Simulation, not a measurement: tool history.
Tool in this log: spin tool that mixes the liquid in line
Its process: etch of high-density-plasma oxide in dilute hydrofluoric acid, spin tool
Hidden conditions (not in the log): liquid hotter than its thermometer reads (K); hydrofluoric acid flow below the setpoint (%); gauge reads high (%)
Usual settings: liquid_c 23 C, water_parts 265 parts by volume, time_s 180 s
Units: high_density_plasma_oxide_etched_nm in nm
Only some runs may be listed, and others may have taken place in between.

run,hour,liquid_c,water_parts,time_s,wafers since the last listed run,hours since the thermometer was replaced,hours since the hydrofluoric acid flow meter was replaced,hours since the gauge calibration,"read-back film thickness of the high-density-plasma oxide reference wafer, read on the same gauge (nm)",high_density_plasma_oxide_etched_nm
1,0,23,265,180,0,757.8,1841.7,99.5,59.997,3.481
2,16.3,23,265,180,116,774.1,1858,115.8,60.003,3.517
3,30.9,23,265,180,104,788.7,1872.6,130.4,59.966,3.513
4,44.4,23,265,180,96,802.2,1886.1,143.9,59.987,3.511
5,64.5,23,265,180,143,822.3,1906.2,164,60.014,3.541
6,96.3,23,265,180,226,854.1,1938,195.8,59.991,3.53
7,127.6,23,265,180,223,885.4,1969.3,227.1,60.041,3.554
8,144.8,23,265,180,122,902.6,1986.5,244.3,60.026,3.561
9,160.3,23,265,180,110,918.1,2002,259.8,60.034,3.536
10,189.7,23,265,215,209,947.5,2031.4,289.2,59.983,4.183

Forecast run 11:
11,210.3,20,140,180,146,968.1,2052,309.8,?,?

{"run 11": {"read-back film thickness of the high-density-plasma oxide reference wafer, read on the same gauge (nm)": 59.977, "high_density_plasma_oxide_etched_nm": 6.71}}
Had the tool carried no hidden state, the very same run would have given high_density_plasma_oxide_etched_nm 6.71 nm.
